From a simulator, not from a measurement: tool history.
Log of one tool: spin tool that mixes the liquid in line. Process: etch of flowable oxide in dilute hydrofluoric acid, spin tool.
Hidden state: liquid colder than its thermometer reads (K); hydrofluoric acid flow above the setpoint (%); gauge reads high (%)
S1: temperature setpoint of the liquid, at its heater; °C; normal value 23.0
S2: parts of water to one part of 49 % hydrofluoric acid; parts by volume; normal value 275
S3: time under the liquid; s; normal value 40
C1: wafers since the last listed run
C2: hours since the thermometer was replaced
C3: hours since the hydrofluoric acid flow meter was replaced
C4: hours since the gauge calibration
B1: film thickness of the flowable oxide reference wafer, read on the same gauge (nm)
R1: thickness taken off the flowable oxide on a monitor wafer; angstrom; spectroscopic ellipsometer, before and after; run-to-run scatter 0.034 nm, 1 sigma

run	day	S1	S2	S3	C1	C2	C3	C4	B1	R1
1	0.000	23.0	275	40	0	392.3	329.1	392.7	99.80	50.3
2	3.192	23.0	275	40	1095	468.9	405.7	469.3	100.00	50.7
3	6.388	23.0	275	40	1096	545.6	482.4	546.0	100.20	50.1
4	9.204	23.0	275	40	966	613.2	550.0	613.6	100.40	50.4
5	11.075	25.5	275	40	641	658.1	594.9	658.5	100.52	54.3
6	24.571	23.0	220	40	4630	982.0	918.8	982.4	101.93	67.9
7	26.846	23.0	220	40	780	1036.6	973.4	1037.0	102.22	67.7
8	30.992	23.0	275	40	1422	1136.1	1072.9	1136.5	102.77	52.0
9	32.942	23.0	275	40	669	1182.9	1119.7	1183.3	103.04	52.3
10	35.579	23.0	275	40	904	1246.2	1183.0	1246.6	103.48	51.9
11	37.912	23.0	275	40	800	1302.2	1239.0	1302.6	103.83	51.5
12	41.608	23.0	275	40	1268	1390.9	1327.7	1391.3	104.46	52.6
# day 42.779: gauge calibrated
# day 43.946: hydrofluoric acid flow meter replaced
13	44.754	23.0	275	40	1065	1466.4	19.4	47.4	99.80	50.2
14	48.117	19.0	235	40	1153	1547.1	100.1	128.1	99.81	52.1
15	52.438	18.0	275	60	1482	1650.8	203.8	231.8	99.90	62.1
16	56.400	20.0	275	40	1359	1745.9	298.9	326.9	100.09	45.4
17	60.242	23.0	275	40	1318	1838.1	391.1	419.1	100.20	50.8
18	62.333	18.5	380	55	717	1888.3	441.3	469.3	100.36	38.2
# day 65.196: thermometer replaced
19	66.638	21.5	275	40	1462	34.6	544.6	572.6	100.60	47.6
20	68.142	20.5	225	30	516	70.7	580.7	608.7	100.73	44.5
21	72.558	23.0	150	55	1515	176.7	686.7	714.7	101.15	145.4
22	76.925	20.0	355	40	1498	281.5	791.5	819.5	101.53	33.3
23	80.221	21.0	215	40	1130	360.6	870.6	898.6	101.90	63.3
24	82.950	23.0	275	40	936	426.1	936.1	964.1	102.26	51.1
25	85.075	19.5	370	60	729	477.1	987.1	1015.1	102.51	46.3
26	89.129	23.0	385	40	1391	574.4	1084.4	1112.4	103.02	33.1

Estimate the outcome of run 27 from the log above:
27	93.442	23.0	200	20	1479	677.9	1187.9	1215.9	?	?

For run 27 the tool returned B1 103.67, R1 38.2 angstrom.
Minus the tool's unlogged condition, the same run would have read R1 36.8 angstrom.

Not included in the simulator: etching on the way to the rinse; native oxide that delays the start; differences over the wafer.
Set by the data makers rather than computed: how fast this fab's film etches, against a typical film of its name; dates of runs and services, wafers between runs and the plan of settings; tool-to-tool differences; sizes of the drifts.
